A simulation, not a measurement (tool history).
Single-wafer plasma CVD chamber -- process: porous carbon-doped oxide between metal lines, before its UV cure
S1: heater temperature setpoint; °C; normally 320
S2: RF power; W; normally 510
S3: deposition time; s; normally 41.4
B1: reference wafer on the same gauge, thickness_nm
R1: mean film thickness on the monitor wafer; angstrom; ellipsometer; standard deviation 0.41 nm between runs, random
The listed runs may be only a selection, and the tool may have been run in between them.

run,day,S1,S2,S3,B1,R1
1,0.000,314,455,41.4,200.183,1847.64
2,3.429,314,455,41.4,200.177,1845.74
3,5.946,320,440,36.1,200.357,1511.10
4,8.825,320,510,41.4,200.412,2025.70
5,11.946,320,510,41.4,200.396,2032.59
6,14.192,320,540,41.4,200.563,2142.60
# day 18.308: showerhead replaced
7,18.329,320,510,41.4,200.579,2027.42
# day 19.646: thermocouple changed; heater temperature recalibrated
8,22.292,320,510,41.4,200.530,2033.24
# day 23.758: gauge calibrated
9,25.146,320,510,41.4,198.004,2006.05
10,29.479,332,545,45.6,198.765,2238.27
11,33.871,329,450,36.9,199.217,1522.95
# day 37.271: RF generator calibrated
12,37.292,310,465,38.1,199.650,1778.08
13,39.471,320,455,34.1,199.766,1481.26
14,43.196,307,475,34.2,199.994,1662.51
15,47.146,320,510,41.4,200.043,2026.37
16,50.979,320,510,39.0,200.344,1918.27
17,55.358,320,510,41.4,200.500,2031.17
18,59.017,320,570,34.3,200.567,1882.94

Forecast each of these 4 alternatives for the next run:
A,59.033,320,510,41.4,?,?
B,59.033,307,510,33.7,?,?
C,59.033,311,510,46.7,?,?
D,59.033,332,540,41.4,?,?

run,B1,R1
A,200.557,2041.41
B,200.557,1773.68
C,200.557,2392.56
D,200.557,2047.38
With no hidden state in the tool, these same runs would have given:
run,R1
A,2014.92
B,1750.67
C,2361.52
D,2020.81
